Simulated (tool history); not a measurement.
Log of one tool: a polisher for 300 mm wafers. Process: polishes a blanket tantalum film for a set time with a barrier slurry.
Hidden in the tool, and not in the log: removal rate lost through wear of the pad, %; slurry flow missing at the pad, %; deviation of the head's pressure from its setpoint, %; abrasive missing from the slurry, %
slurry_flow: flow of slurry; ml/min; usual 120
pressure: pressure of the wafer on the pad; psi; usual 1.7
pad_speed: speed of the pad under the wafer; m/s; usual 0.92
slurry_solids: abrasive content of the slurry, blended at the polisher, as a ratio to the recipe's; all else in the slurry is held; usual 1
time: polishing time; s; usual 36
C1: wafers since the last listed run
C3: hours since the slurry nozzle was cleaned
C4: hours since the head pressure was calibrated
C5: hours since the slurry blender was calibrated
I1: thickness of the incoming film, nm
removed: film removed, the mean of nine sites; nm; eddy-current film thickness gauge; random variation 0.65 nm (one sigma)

Run 1, day 0: usual settings but slurry_solids 1.15; C1 0; wafers polished on this pad 889; C3 41.6; C4 311.9; C5 131.1; I1 278.8. Result: removed 50.5 nm.
At day 0.942: worn pad replaced by a new one.
Run 2, day 1.012: usual settings but slurry_flow 105 ml/min; C1 191; wafers polished on this pad 15; C3 65.9; C4 336.2; C5 155.4; I1 286.3. Result: removed 47.8 nm.
Run 3, day 1.633: usual settings but pad_speed 1.02 m/s; C1 140; wafers polished on this pad 156; C3 80.8; C4 351.1; C5 170.3; I1 277.1. Result: removed 52.9 nm.
Run 4, day 2.546: usual settings but pad_speed 1.02 m/s; C1 206; wafers polished on this pad 362; C3 102.7; C4 373; C5 192.2; I1 277.4. Result: removed 52.2 nm.
Run 5, day 3.271: usual settings; C1 164; wafers polished on this pad 527; C3 120.1; C4 390.4; C5 209.6; I1 284.5. Result: removed 47.4 nm.
Run 6, day 4.75: usual settings; C1 334; wafers polished on this pad 862; C3 155.6; C4 425.9; C5 245.1; I1 278.3. Result: removed 47.3 nm.
At day 5.071: slurry blender recalibrated.
Run 7, day 5.329: usual settings; C1 112; wafers polished on this pad 974; C3 169.5; C4 439.8; C5 6.2; I1 278.8. Result: removed 43.4 nm.
At day 6.758: worn pad replaced by a new one.
Run 8, day 6.779: usual settings; C1 290; wafers polished on this pad 4; C3 204.3; C4 474.6; C5 41; I1 282.6. Result: removed 42.4 nm.
Run 9, day 8.246: usual settings; C1 332; wafers polished on this pad 336; C3 239.5; C4 509.8; C5 76.2; I1 278.3. Result: removed 42.7 nm.
Run 10, day 8.962: usual settings; C1 162; wafers polished on this pad 499; C3 256.7; C4 527; C5 93.4; I1 285.1. Result: removed 41.8 nm.
At day 10.092: head pressure recalibrated.
Run 11, day 10.112: usual settings; C1 241; wafers polished on this pad 740; C3 284.3; C4 0.5; C5 121; I1 279. Result: removed 42 nm.
At day 10.221: slurry blender recalibrated, repeated, since the last time left the tool worse.
Run 12, day 10.933: usual settings but time 46 s; C1 167; wafers polished on this pad 907; C3 304; C4 20.2; C5 17.1; I1 280.6. Result: removed 63.8 nm.
Run 13, day 11.604: usual settings but slurry_solids 0.9; C1 151; wafers polished on this pad 1059; C3 320.1; C4 36.3; C5 33.2; I1 281.2. Result: removed 48.9 nm.
At day 12.1: worn pad replaced by a new one.
Run 14, day 12.896: usual settings but slurry_solids 0.9; C1 254; wafers polished on this pad 179; C3 351.1; C4 67.3; C5 64.2; I1 278.2. Result: removed 47.8 nm.
Run 15, day 13.8: usual settings but slurry_solids 0.85, time 24 s; C1 204; wafers polished on this pad 384; C3 372.8; C4 89; C5 85.9; I1 285.7. Result: removed 31.1 nm.
Run 16, day 14.696: usual settings; C1 202; wafers polished on this pad 587; C3 394.3; C4 110.5; C5 107.4; I1 282.5. Result: removed 49.4 nm.
Run 17, day 15.988: usual settings but slurry_flow 155 ml/min; C1 292; wafers polished on this pad 880; C3 425.3; C4 141.5; C5 138.4; I1 282.1. Result: removed 51.5 nm.
At day 16.558: slurry nozzle cleaned.
Run 18, day 17.079: usual settings; C1 237; wafers polished on this pad 1117; C3 12.5; C4 167.7; C5 164.6; I1 279.2. Result: removed 47.9 nm.
At day 17.342: worn pad replaced by a new one.
Run 19, day 18.217: usual settings but slurry_flow 105 ml/min; C1 219; wafers polished on this pad 197; C3 39.8; C4 195; C5 191.9; I1 279.2. Result: removed 48.8 nm.
Run 20, day 18.942: usual settings but pad_speed 0.8 m/s, time 45 s; C1 164; wafers polished on this pad 362; C3 57.2; C4 212.4; C5 209.3; I1 277.5. Result: removed 53.6 nm.
Run 21, day 19.854: usual settings; C1 206; wafers polished on this pad 568; C3 79.1; C4 234.3; C5 231.2; I1 278.5. Result: removed 47.6 nm.

Forecast run 22:
At day 20.758: slurry blender recalibrated.
Run 22, day 21.321: usual settings but slurry_flow 90 ml/min, pressure 2.2 psi, time 41 s; C1 313; wafers polished on this pad 882; C3 114.3; C4 269.5; C5 13.5; I1 283.9. Result: removed ?.

{"run 22": {"removed": 69.2}}
Without the tool's hidden state the same run would have given removed 69.3 nm.
